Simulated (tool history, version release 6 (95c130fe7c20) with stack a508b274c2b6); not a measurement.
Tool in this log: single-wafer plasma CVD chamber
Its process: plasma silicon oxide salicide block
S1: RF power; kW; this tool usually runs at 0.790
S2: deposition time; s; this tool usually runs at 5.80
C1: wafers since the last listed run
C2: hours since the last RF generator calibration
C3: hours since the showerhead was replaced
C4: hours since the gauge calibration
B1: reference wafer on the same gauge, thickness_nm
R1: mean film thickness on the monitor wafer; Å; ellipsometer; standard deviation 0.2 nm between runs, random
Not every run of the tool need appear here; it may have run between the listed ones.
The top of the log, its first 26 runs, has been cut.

{"run": 27, "hour": 1323.1, "S1": 0.79, "S2": 5.8, "C1": 1464, "C2": 262.7, "C3": 2645.4, "C4": 199.0, "B1": 59.722, "R1": 627.75}
{"run": 28, "hour": 1353.6, "S1": 0.655, "S2": 5.38, "C1": 992, "C2": 293.2, "C3": 2675.9, "C4": 229.5, "B1": 59.682, "R1": 545.58}
{"run": 29, "hour": 1394.2, "S1": 0.7, "S2": 5.13, "C1": 1321, "C2": 333.8, "C3": 2716.5, "C4": 270.1, "B1": 59.714, "R1": 529.59}
{"run": 30, "hour": 1422.4, "S1": 0.79, "S2": 5.8, "C1": 918, "C2": 362.0, "C3": 2744.7, "C4": 298.3, "B1": 59.685, "R1": 627.2}
{"run": 31, "hour": 1489.6, "S1": 0.665, "S2": 4.92, "C1": 2187, "C2": 429.2, "C3": 2811.9, "C4": 365.5, "B1": 59.712, "R1": 498.67}
{"hour": 1504.6, "done": "showerhead replaced"}
{"run": 32, "hour": 1541.6, "S1": 0.905, "S2": 6.63, "C1": 1432, "C2": 481.2, "C3": 37.0, "C4": 417.5, "B1": 59.701, "R1": 747.97}
{"run": 33, "hour": 1573.1, "S1": 0.705, "S2": 5.32, "C1": 1025, "C2": 512.7, "C3": 68.5, "C4": 449.0, "B1": 59.658, "R1": 551.64}
{"run": 34, "hour": 1611.0, "S1": 0.79, "S2": 5.8, "C1": 1233, "C2": 550.6, "C3": 106.4, "C4": 486.9, "B1": 59.674, "R1": 624.1}
{"run": 35, "hour": 1679.3, "S1": 0.65, "S2": 5.28, "C1": 2223, "C2": 618.9, "C3": 174.7, "C4": 555.2, "B1": 59.694, "R1": 527.8}
{"run": 36, "hour": 1720.3, "S1": 0.94, "S2": 6.94, "C1": 1334, "C2": 659.9, "C3": 215.7, "C4": 596.2, "B1": 59.698, "R1": 796.61}
{"run": 37, "hour": 1745.4, "S1": 0.695, "S2": 5.23, "C1": 817, "C2": 685.0, "C3": 240.8, "C4": 621.3, "B1": 59.68, "R1": 537.95}
{"run": 38, "hour": 1790.3, "S1": 0.79, "S2": 5.8, "C1": 1461, "C2": 729.9, "C3": 285.7, "C4": 666.2, "B1": 59.686, "R1": 628.07}
{"run": 39, "hour": 1846.7, "S1": 0.85, "S2": 5.8, "C1": 1836, "C2": 786.3, "C3": 342.1, "C4": 722.6, "B1": 59.677, "R1": 641.52}
{"run": 40, "hour": 1877.3, "S1": 0.735, "S2": 5.13, "C1": 996, "C2": 816.9, "C3": 372.7, "C4": 753.2, "B1": 59.732, "R1": 538.99}
{"run": 41, "hour": 1930.0, "S1": 0.79, "S2": 5.8, "C1": 1715, "C2": 869.6, "C3": 425.4, "C4": 805.9, "B1": 59.732, "R1": 620.44}

4 options for the next run, each taken on its own from the tool as it stands now. Forecast them:
{"run": "A", "hour": 1930.4, "S1": 0.79, "S2": 5.46, "C1": 13, "C2": 870.0, "C3": 425.8, "C4": 806.3, "B1": "?", "R1": "?"}
{"run": "B", "hour": 1930.4, "S1": 0.915, "S2": 5.8, "C1": 13, "C2": 870.0, "C3": 425.8, "C4": 806.3, "B1": "?", "R1": "?"}
{"run": "C", "hour": 1930.4, "S1": 0.64, "S2": 4.99, "C1": 13, "C2": 870.0, "C3": 425.8, "C4": 806.3, "B1": "?", "R1": "?"}
{"run": "D", "hour": 1930.4, "S1": 0.79, "S2": 5.31, "C1": 13, "C2": 870.0, "C3": 425.8, "C4": 806.3, "B1": "?", "R1": "?"}

run=A B1=59.670 R1=582.38
run=B B1=59.670 R1=651.86
run=C B1=59.670 R1=492.38
run=D B1=59.670 R1=566.38
Without the tool's hidden state the same runs would have given:
run=A R1=590.89
run=B R1=661.39
run=C R1=499.58
run=D R1=574.66
